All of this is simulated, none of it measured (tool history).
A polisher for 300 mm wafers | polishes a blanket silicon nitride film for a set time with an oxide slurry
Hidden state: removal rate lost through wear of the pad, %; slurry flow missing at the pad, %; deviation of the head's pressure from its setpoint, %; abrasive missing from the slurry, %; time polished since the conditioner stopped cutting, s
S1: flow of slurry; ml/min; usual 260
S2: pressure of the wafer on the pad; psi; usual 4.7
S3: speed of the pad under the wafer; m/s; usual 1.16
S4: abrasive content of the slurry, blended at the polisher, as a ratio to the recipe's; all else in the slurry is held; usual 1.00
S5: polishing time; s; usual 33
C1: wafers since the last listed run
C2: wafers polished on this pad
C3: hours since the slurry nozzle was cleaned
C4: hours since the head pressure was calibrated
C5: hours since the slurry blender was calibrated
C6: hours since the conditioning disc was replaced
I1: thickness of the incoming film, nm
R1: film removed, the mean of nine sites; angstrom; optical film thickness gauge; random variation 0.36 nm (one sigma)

run     day   S1   S2    S3    S4  S5   C1    C2     C3     C4     C5     C6     I1   R1
  1   0.000  260  4.7  1.16  1.00  33    0  1499  527.8  421.3  501.4  225.5  311.4  282
      1.679  -- slurry blender recalibrated
  2   2.862  260  5.4  1.16  1.00  33  626  2125  596.5  490.0   28.4  294.2  304.0  346
  3   4.600  315  4.7  1.16  1.00  33  391  2517  638.2  531.7   70.1  335.9  308.8  310
      5.138  -- worn pad replaced by a new one
  4   5.879  315  4.7  1.16  1.00  33  250   166  668.9  562.4  100.8  366.6  314.4  307
  5   8.462  260  4.7  1.16  1.00  33  582   749  730.9  624.4  162.8  428.6  310.3  304
      9.225  -- conditioning disc replaced and pad reconditioned
  6   9.938  260  4.7  1.16  1.00  33  313  1063  766.3  659.8  198.2   17.1  311.5  298
     10.892  -- head pressure recalibrated
     11.471  -- slurry nozzle cleaned
  7  12.525  260  5.7  1.16  1.00  33  555  1618   25.3   39.2  260.3   79.2  306.5  353
     15.454  -- worn pad replaced by a new one
  8  15.475  260  3.5  1.16  1.00  33  627     4   96.1  110.0  331.1  150.0  311.6  222
  9  17.017  260  3.5  1.16  1.00  33  347   352  133.1  147.0  368.1  187.0  312.5  221
 10  18.238  260  4.2  1.16  1.00  33  275   627  162.4  176.3  397.4  216.3  314.2  255
 11  19.475  170  4.7  1.16  1.00  33  279   906  192.1  206.0  427.1  246.0  316.4  267
     20.821  -- slurry blender recalibrated
 12  20.950  340  4.7  0.94  0.85  33  313  1220  227.5  241.4    3.1  281.4  308.6  242
 13  23.012  305  4.7  1.16  1.00  33  465  1685  277.0  290.9   52.6  330.9  308.1  306
 14  24.888  260  4.7  1.16  1.00  33  422  2108  322.0  335.9   97.6  375.9  310.2  300
     26.046  -- worn pad replaced by a new one
     26.642  -- conditioning disc replaced and pad reconditioned
 15  26.662  260  4.7  1.16  1.20  33  343   120  364.6  378.5  140.2    0.5  310.0  342
 16  29.550  260  3.5  1.16  1.00  22  651   771  433.9  447.8  209.5   69.8  312.2  149
 17  30.967  260  3.9  0.96  0.80  33  319  1091  467.9  481.8  243.5  103.8  304.3  176
 18  32.817  260  4.7  1.16  1.30  33  417  1508  512.3  526.2  287.9  148.2  309.9  346
 19  35.883  315  4.7  1.16  1.00  33  691  2200  585.9  599.8  361.5  221.8  306.2  292
     36.121  -- worn pad replaced by a new one
     37.717  -- slurry blender recalibrated
 20  37.758  210  4.7  1.16  1.00  26  366   350  630.9  644.8    1.0  266.8  312.2  237
 21  39.196  300  5.6  1.16  1.00  33  324   674  665.4  679.3   35.5  301.3  305.9  364
 22  41.404  260  5.7  1.16  1.00  33  498  1172  718.4  732.3   88.5  354.3  311.3  351
     42.717  -- slurry nozzle cleaned
 23  44.146  260  4.7  1.46  0.80  33  608  1781   34.3  798.1  154.3  420.1  306.6  272
     44.238  -- conditioning disc replaced and pad reconditioned
     45.658  -- worn pad replaced by a new one
 24  45.708  260  4.7  1.16  1.15  43  295    11   71.8  835.6  191.8   35.3  313.8  425

What the log doesn't show, run by run:
removal rate lost through wear of the pad, %: 0 in every run
slurry flow missing at the pad, %: 0 in every run
deviation of the head's pressure from its setpoint, %: 0 in every run
time polished since the conditioner stopped cutting, s: 0 in every run
H1: abrasive missing from the slurry, %
run    H1
  1  11.8
  2  1.18
  3  2.09
  4  2.75
  5  4.11
  6  4.88
  7  6.23
  8  7.78
  9  8.58
 10  9.22
 11  9.87
 12  1.77
 13  2.85
 14  3.83
 15  4.76
 16  6.27
 17  7.01
 18  7.98
 19  9.58
 20   1.1
 21  1.85
 22  3.01
 23  4.44
 24  5.26
